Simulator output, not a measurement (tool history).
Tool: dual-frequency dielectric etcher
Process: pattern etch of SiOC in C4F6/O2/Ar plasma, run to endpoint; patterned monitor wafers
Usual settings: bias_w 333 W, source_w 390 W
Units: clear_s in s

run    day  bias_w  source_w  wafers since the last listed run  hours since the last wet clean  hours since the last bias power generator calibration  hours since the last source power generator calibration  hours since the last upper electrode change  incoming incoming film thickness, nm  clear_s
  1  0.000     333       390                                 0                           560.4                                                 4325.2                                                   4424.1                                       4466.4                                  52.7     21.4
  2  0.604     333       390                               291                           574.9                                                 4339.7                                                   4438.6                                       4480.9                                  52.8     21.4
     2.254  -- wet clean of the chamber
     2.262  -- upper electrode replaced
  3  2.275     333       390                               320                             0.5                                                 4379.8                                                   4478.7                                          0.3                                  53.2     22.5
  4  2.292     333       390                                 8                             0.9                                                 4380.2                                                   4479.1                                          0.7                                  52.9     22.6
  5  2.304     333       320                                 6                             1.2                                                 4380.5                                                   4479.4                                          1.0                                  53.2     23.5
  6  2.788     333       320                               232                            12.8                                                 4392.1                                                   4491.0                                         12.6                                  52.9     23.4
  7  3.388     333       320                               289                            27.2                                                 4406.5                                                   4505.4                                         27.0                                  52.9     23.2
  8  3.842     333       390                               218                            38.1                                                 4417.4                                                   4516.3                                         37.9                                  53.4     22.6
  9  4.158     333       290                               152                            45.7                                                 4425.0                                                   4523.9                                         45.5                                  53.1     23.8
     4.788  -- bias power generator calibrated
     4.933  -- source power generator calibrated
 10  4.954     333       350                               231                            64.8                                                    4.0                                                      0.5                                         64.6                                  53.1     23.0
 11  5.417     333       390                               222                            75.9                                                   15.1                                                     11.6                                         75.7                                  53.1     22.4
 12  5.783     382       330                               176                            84.7                                                   23.9                                                     20.4                                         84.5                                  53.1     22.5
 13  6.083     333       480                               144                            91.9                                                   31.1                                                     27.6                                         91.7                                  52.9     21.2
 14  6.538     395       330                               218                           102.8                                                   42.0                                                     38.5                                        102.6                                  52.6     22.1
 15  7.029     270       470                               236                           114.6                                                   53.8                                                     50.3                                        114.4                                  53.0     22.2
 16  7.317     333       390                               138                           121.5                                                   60.7                                                     57.2                                        121.3                                  53.0     22.3

The same runs without the tool's hidden state, with the same run-to-run variation:
The hidden state here: etch rate over this chamber's usual, %; bias power that arrives over what is set, %; source power that arrives over what is set, %.
run  clear_s
  1     22.3
  2     22.4
  3     22.5
  4     22.5
  5     23.5
  6     23.4
  7     23.3
  8     22.6
  9     23.9
 10     23.1
 11     22.5
 12     22.7
 13     21.3
 14     22.3
 15     22.4
 16     22.6
